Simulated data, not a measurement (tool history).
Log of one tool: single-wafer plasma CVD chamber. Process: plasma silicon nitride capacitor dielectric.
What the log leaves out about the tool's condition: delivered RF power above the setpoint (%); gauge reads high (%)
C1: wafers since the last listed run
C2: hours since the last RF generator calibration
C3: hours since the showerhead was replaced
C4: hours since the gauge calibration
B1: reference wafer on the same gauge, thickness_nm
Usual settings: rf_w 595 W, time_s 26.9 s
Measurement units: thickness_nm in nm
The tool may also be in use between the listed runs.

Run 1, hour 0.0: usual settings; C1 0; C2 1314.3; C3 5869.0; C4 35.6; B1 39.988. Result: thickness_nm 39.476 nm.
Run 2, hour 30.6: usual settings; C1 834; C2 1344.9; C3 5899.6; C4 66.2; B1 39.983. Result: thickness_nm 39.402 nm.
Run 3, hour 62.9: usual settings; C1 880; C2 1377.2; C3 5931.9; C4 98.5; B1 40.002. Result: thickness_nm 39.377 nm.
Run 4, hour 88.4: usual settings but rf_w 510 W; C1 695; C2 1402.7; C3 5957.4; C4 124.0; B1 40.001. Result: thickness_nm 38.283 nm.
Run 5, hour 109.8: usual settings; C1 583; C2 1424.1; C3 5978.8; C4 145.4; B1 39.981. Result: thickness_nm 39.387 nm.
Run 6, hour 135.9: usual settings; C1 711; C2 1450.2; C3 6004.9; C4 171.5; B1 40.023. Result: thickness_nm 39.310 nm.
Run 7, hour 168.8: usual settings; C1 897; C2 1483.1; C3 6037.8; C4 204.4; B1 40.004. Result: thickness_nm 39.317 nm.
Run 8, hour 183.5: usual settings but rf_w 655 W, time_s 22.9 s; C1 400; C2 1497.8; C3 6052.5; C4 219.1; B1 40.007. Result: thickness_nm 34.149 nm.
Run 9, hour 200.2: usual settings but rf_w 655 W, time_s 22.9 s; C1 455; C2 1514.5; C3 6069.2; C4 235.8; B1 40.019. Result: thickness_nm 34.231 nm.
At hour 259.5: RF generator calibrated.
Run 10, hour 260.0: usual settings but rf_w 655 W, time_s 22.9 s; C1 1412; C2 0.5; C3 6129.0; C4 295.6; B1 40.021. Result: thickness_nm 34.766 nm.
At hour 281.5: showerhead replaced.
Run 11, hour 287.5: usual settings; C1 531; C2 28.0; C3 6.0; C4 323.1; B1 40.007. Result: thickness_nm 40.030 nm.
Run 12, hour 299.8: usual settings but rf_w 655 W, time_s 22.9 s; C1 335; C2 40.3; C3 18.3; C4 335.4; B1 40.001. Result: thickness_nm 34.769 nm.
Run 13, hour 333.2: usual settings but rf_w 630 W, time_s 22.2 s; C1 910; C2 73.7; C3 51.7; C4 368.8; B1 39.998. Result: thickness_nm 33.397 nm.
Run 14, hour 353.6: usual settings but rf_w 660 W, time_s 24.9 s; C1 556; C2 94.1; C3 72.1; C4 389.2; B1 39.987. Result: thickness_nm 37.859 nm.
Run 15, hour 380.1: usual settings; C1 722; C2 120.6; C3 98.6; C4 415.7; B1 39.991. Result: thickness_nm 39.907 nm.
Run 16, hour 413.3: usual settings but rf_w 645 W, time_s 28.4 s; C1 905; C2 153.8; C3 131.8; C4 448.9; B1 39.983. Result: thickness_nm 42.976 nm.
At hour 442.7: gauge calibrated.
Run 17, hour 495.6: usual settings; C1 2244; C2 236.1; C3 214.1; C4 52.9; B1 39.988. Result: thickness_nm 40.011 nm.
Run 18, hour 516.3: usual settings but rf_w 515 W, time_s 28.8 s; C1 564; C2 256.8; C3 234.8; C4 73.6; B1 39.990. Result: thickness_nm 41.541 nm.
Run 19, hour 546.1: usual settings but rf_w 680 W, time_s 31.0 s; C1 812; C2 286.6; C3 264.6; C4 103.4; B1 39.990. Result: thickness_nm 47.298 nm.
Run 20, hour 559.4: usual settings but rf_w 505 W, time_s 31.3 s; C1 362; C2 299.9; C3 277.9; C4 116.7; B1 39.989. Result: thickness_nm 44.979 nm.

Take each entry between the runs: how does the hidden state at the last listed run before it differ from the hidden state at the first listed run after it?
Between runs 9 and 10: RF generator calibrated (hour 259.5)
  delivered RF power above the setpoint (%): -8.59 -> -0.196
  what was measured, less what the result would be without the hidden state, thickness_nm: -0.603 -> -0.013 nm
Between runs 10 and 11: showerhead replaced (hour 281.5)
  delivered RF power above the setpoint (%): -0.196 -> -0.337
  what was measured, less what the result would be without the hidden state, thickness_nm: -0.013 -> -0.026 nm
Between runs 16 and 17: gauge calibrated (hour 442.7)
  delivered RF power above the setpoint (%): -0.979 -> -1.4
  what was measured, less what the result would be without the hidden state, thickness_nm: -0.084 -> -0.112 nm
